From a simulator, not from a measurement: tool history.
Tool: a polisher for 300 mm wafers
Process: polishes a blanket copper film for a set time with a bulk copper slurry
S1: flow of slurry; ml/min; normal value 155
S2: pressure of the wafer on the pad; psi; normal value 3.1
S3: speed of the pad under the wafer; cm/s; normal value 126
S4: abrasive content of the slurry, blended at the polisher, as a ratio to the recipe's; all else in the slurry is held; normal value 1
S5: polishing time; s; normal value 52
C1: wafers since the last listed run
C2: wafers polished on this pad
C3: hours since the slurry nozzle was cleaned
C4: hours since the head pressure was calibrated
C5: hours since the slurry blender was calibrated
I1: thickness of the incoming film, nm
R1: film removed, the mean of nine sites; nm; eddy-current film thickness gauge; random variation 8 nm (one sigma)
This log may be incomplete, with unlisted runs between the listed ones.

Run 1, hour 0: usual settings; C1 0; C2 959; C3 647.1; C4 547; C5 347.6; I1 1909.2. Result: R1 603.7 nm.
At hour 5: worn pad replaced by a new one.
Run 2, hour 22.4: usual settings but S1 185 ml/min; C1 234; C2 221; C3 669.5; C4 569.4; C5 370; I1 1877.4. Result: R1 642.9 nm.
Run 3, hour 38.3: usual settings but S1 185 ml/min; C1 202; C2 423; C3 685.4; C4 585.3; C5 385.9; I1 1893.1. Result: R1 633 nm.
Run 4, hour 44.7: usual settings; C1 81; C2 505; C3 691.8; C4 591.7; C5 392.3; I1 1856.1. Result: R1 625.3 nm.
Run 5, hour 55.4: usual settings; C1 136; C2 641; C3 702.5; C4 602.4; C5 403; I1 1924.2. Result: R1 613.2 nm.
Run 6, hour 71.1: usual settings; C1 199; C2 841; C3 718.2; C4 618.1; C5 418.7; I1 1878.3. Result: R1 604.9 nm.
Run 7, hour 84.6: usual settings but S5 56 s; C1 171; C2 1012; C3 731.7; C4 631.6; C5 432.2; I1 1900.7. Result: R1 625.9 nm.
At hour 96.5: worn pad replaced by a new one.
Run 8, hour 102.2: usual settings but S5 56 s; C1 173; C2 72; C3 749.3; C4 649.2; C5 449.8; I1 1887.9. Result: R1 691.7 nm.
Run 9, hour 111.1: usual settings but S5 56 s; C1 113; C2 186; C3 758.2; C4 658.1; C5 458.7; I1 1891.7. Result: R1 676.8 nm.
Run 10, hour 117.3: usual settings; C1 78; C2 264; C3 764.4; C4 664.3; C5 464.9; I1 1930.4. Result: R1 626.6 nm.
Run 11, hour 130.8: usual settings; C1 171; C2 436; C3 777.9; C4 677.8; C5 478.4; I1 1865.8. Result: R1 626.6 nm.
At hour 151.7: slurry blender recalibrated.
Run 12, hour 165.7: usual settings but S1 180 ml/min, S3 112 cm/s; C1 418; C2 855; C3 812.8; C4 712.7; C5 14; I1 1869.8. Result: R1 565.6 nm.
At hour 173: worn pad replaced by a new one.
Run 13, hour 183.3: usual settings; C1 173; C2 131; C3 830.4; C4 730.3; C5 31.6; I1 1866.9. Result: R1 630.5 nm.
Run 14, hour 198.3: usual settings; C1 190; C2 322; C3 845.4; C4 745.3; C5 46.6; I1 1897.4. Result: R1 619.3 nm.
At hour 203.5: slurry nozzle cleaned.
Run 15, hour 205: usual settings but S1 110 ml/min, S3 164 cm/s; C1 72; C2 394; C3 1.5; C4 752; C5 53.3; I1 1866.6. Result: R1 814.1 nm.
Run 16, hour 215.5: usual settings but S3 156 cm/s, S5 39 s; C1 133; C2 528; C3 12; C4 762.5; C5 63.8; I1 1905.7. Result: R1 603 nm.
Run 17, hour 222.5: usual settings but S5 61 s; C1 89; C2 617; C3 19; C4 769.5; C5 70.8; I1 1892.6. Result: R1 791.8 nm.
Run 18, hour 238.7: usual settings; C1 206; C2 823; C3 35.2; C4 785.7; C5 87; I1 1907.5. Result: R1 649.6 nm.
At hour 240.7: head pressure recalibrated.
At hour 249.4: worn pad replaced by a new one.
Run 19, hour 249.9: usual settings but S2 3.6 psi, S3 162 cm/s, S4 1.1, S5 59 s; C1 66; C2 6; C3 46.4; C4 9.2; C5 98.2; I1 1929.3. Result: R1 1115.7 nm.
Run 20, hour 264.6: usual settings; C1 187; C2 193; C3 61.1; C4 23.9; C5 112.9; I1 1894.7. Result: R1 673.3 nm.

What will run 21 give?
Run 21, hour 279.9: usual settings but S2 2.4 psi, S4 1.2, S5 62 s; C1 194; C2 388; C3 76.4; C4 39.2; C5 128.2; I1 1897.2. Result: R1 ?.

For run 21 the tool returned R1 630.8 nm.
Take away the tool's hidden state, keep the run-to-run variation as it was, and the same run would have given R1 670.3 nm.

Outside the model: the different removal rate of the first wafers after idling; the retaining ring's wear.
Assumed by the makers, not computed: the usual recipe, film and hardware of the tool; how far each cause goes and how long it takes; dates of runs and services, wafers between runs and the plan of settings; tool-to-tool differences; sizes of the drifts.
